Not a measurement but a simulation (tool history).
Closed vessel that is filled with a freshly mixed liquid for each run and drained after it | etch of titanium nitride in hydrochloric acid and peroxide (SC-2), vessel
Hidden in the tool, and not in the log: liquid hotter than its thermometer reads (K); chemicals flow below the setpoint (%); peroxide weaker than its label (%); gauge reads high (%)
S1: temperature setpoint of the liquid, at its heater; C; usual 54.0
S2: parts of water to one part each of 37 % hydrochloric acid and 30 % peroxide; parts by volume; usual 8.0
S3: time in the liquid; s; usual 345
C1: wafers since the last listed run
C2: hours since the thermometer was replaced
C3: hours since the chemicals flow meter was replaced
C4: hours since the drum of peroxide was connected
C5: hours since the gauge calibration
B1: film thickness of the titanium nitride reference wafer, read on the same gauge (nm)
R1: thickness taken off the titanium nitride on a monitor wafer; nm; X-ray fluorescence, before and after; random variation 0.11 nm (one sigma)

run	hour	S1	S2	S3	C1	C2	C3	C4	C5	B1	R1
1	0.0	60.0	8.0	345	0	2405.0	1274.7	1311.3	159.9	119.98	29.50
2	15.4	60.0	8.0	345	1083	2420.4	1290.1	1326.7	175.3	120.01	29.45
3	38.5	54.0	8.0	345	1624	2443.5	1313.2	1349.8	198.4	120.01	20.00
4	69.4	54.0	8.0	345	2173	2474.4	1344.1	1380.7	229.3	120.02	20.31
5	102.5	54.0	8.0	345	2327	2507.5	1377.2	1413.8	262.4	120.01	20.09
6	120.9	54.0	8.0	345	1294	2525.9	1395.6	1432.2	280.8	119.97	20.23
7	152.4	54.0	8.0	345	2215	2557.4	1427.1	1463.7	312.3	120.01	20.10
# hour 164.5: thermometer replaced
# hour 173.9: chemicals flow meter replaced
8	174.4	46.0	7.0	145	1406	9.9	0.5	1485.7	334.3	120.00	4.66
# hour 188.7: new drum of peroxide connected
9	200.6	63.5	9.0	210	1772	36.1	26.7	11.9	360.5	119.99	18.37
10	227.6	56.5	9.0	195	1898	63.1	53.7	38.9	387.5	120.01	11.11
11	257.7	49.5	8.0	170	2116	93.2	83.8	69.0	417.6	119.99	6.72
# hour 304.1: gauge calibrated
12	355.7	58.0	6.0	485	6892	191.2	181.8	167.0	51.6	120.00	41.57
13	368.6	54.0	12.0	345	907	204.1	194.7	179.9	64.5	119.99	13.02
14	399.2	54.0	8.0	345	2152	234.7	225.3	210.5	95.1	119.98	18.18
15	421.6	63.5	8.0	250	1575	257.1	247.7	232.9	117.5	119.98	24.17

Forecast each of these 3 alternatives for the next run:
A	422.3	50.0	8.0	345	49	257.8	248.4	233.6	118.2	?	?
B	422.3	64.0	9.5	230	49	257.8	248.4	233.6	118.2	?	?
C	422.3	58.5	8.0	195	49	257.8	248.4	233.6	118.2	?	?

run	B1	R1
A	120.02	14.13
B	120.02	20.01
C	120.02	13.86
Without the tool's hidden state the same runs would have given:
run	R1
A	14.10
B	20.00
C	13.84
